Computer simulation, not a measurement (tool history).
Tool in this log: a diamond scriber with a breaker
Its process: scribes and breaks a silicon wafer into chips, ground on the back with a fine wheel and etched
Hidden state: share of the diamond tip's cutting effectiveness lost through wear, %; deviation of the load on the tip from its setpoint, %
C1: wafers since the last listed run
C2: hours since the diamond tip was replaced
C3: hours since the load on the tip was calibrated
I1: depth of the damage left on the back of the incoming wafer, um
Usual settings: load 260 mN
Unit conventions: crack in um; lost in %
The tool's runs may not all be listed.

{"run": 1, "hour": 0.0, "load": 260, "C1": 0, "C2": 126.4, "C3": 1662.4, "I1": 0.78, "crack": 10.06, "lost": 3.41}
{"run": 2, "hour": 52.0, "load": 260, "C1": 146, "C2": 178.4, "C3": 1714.4, "I1": 0.41, "crack": 9.89, "lost": 3.98}
{"run": 3, "hour": 68.6, "load": 260, "C1": 46, "C2": 195, "C3": 1731, "I1": 0.49, "crack": 9.87, "lost": 4.1}
{"run": 4, "hour": 77.3, "load": 260, "C1": 24, "C2": 203.7, "C3": 1739.7, "I1": 0.57, "crack": 9.75, "lost": 4.56}
{"run": 5, "hour": 86.9, "load": 282, "C1": 27, "C2": 213.3, "C3": 1749.3, "I1": 0.38, "crack": 10.02, "lost": 2.91}
{"run": 6, "hour": 104.1, "load": 282, "C1": 48, "C2": 230.5, "C3": 1766.5, "I1": 0.55, "crack": 10.23, "lost": 3.11}
{"run": 7, "hour": 119.1, "load": 240, "C1": 42, "C2": 245.5, "C3": 1781.5, "I1": 0.75, "crack": 9.25, "lost": 7.02}
{"run": 8, "hour": 128.7, "load": 213, "C1": 27, "C2": 255.1, "C3": 1791.1, "I1": 0.61, "crack": 8.75, "lost": 10.76}
{"run": 9, "hour": 145.3, "load": 213, "C1": 46, "C2": 271.7, "C3": 1807.7, "I1": 0.33, "crack": 8.57, "lost": 12.38}
{"run": 10, "hour": 151.6, "load": 213, "C1": 17, "C2": 278, "C3": 1814, "I1": 0.35, "crack": 8.71, "lost": 12.43}
{"run": 11, "hour": 165.4, "load": 260, "C1": 38, "C2": 291.8, "C3": 1827.8, "I1": 0.4, "crack": 9.74, "lost": 5.6}
{"run": 12, "hour": 171.4, "load": 260, "C1": 16, "C2": 297.8, "C3": 1833.8, "I1": 0.71, "crack": 9.58, "lost": 5.09}
{"hour": 176.0, "done": "load on the tip recalibrated"}
{"run": 13, "hour": 187.5, "load": 284, "C1": 39, "C2": 313.9, "C3": 11.5, "I1": 0.37, "crack": 10.29, "lost": 2.83}
{"run": 14, "hour": 201.6, "load": 324, "C1": 39, "C2": 328, "C3": 25.6, "I1": 0.43, "crack": 11.15, "lost": 1.47}
{"run": 15, "hour": 217.6, "load": 236, "C1": 45, "C2": 344, "C3": 41.6, "I1": 0.62, "crack": 9.06, "lost": 8.46}
{"run": 16, "hour": 235.2, "load": 291, "C1": 49, "C2": 361.6, "C3": 59.2, "I1": 0.31, "crack": 10.34, "lost": 3.1}

Run 17 has not been measured yet. What should we expect?
{"hour": 241.1, "done": "diamond tip replaced by a new one"}
{"run": 17, "hour": 248.8, "load": 201, "C1": 32, "C2": 7.7, "C3": 72.8, "I1": 0.8, "crack": "?", "lost": "?"}

{"run 17": {"crack": 9.42, "lost": 6.51}}
Take away the tool's hidden state, keep the run-to-run variation as it was, and the same run would have given crack 9.55 um, lost 5.76 %.

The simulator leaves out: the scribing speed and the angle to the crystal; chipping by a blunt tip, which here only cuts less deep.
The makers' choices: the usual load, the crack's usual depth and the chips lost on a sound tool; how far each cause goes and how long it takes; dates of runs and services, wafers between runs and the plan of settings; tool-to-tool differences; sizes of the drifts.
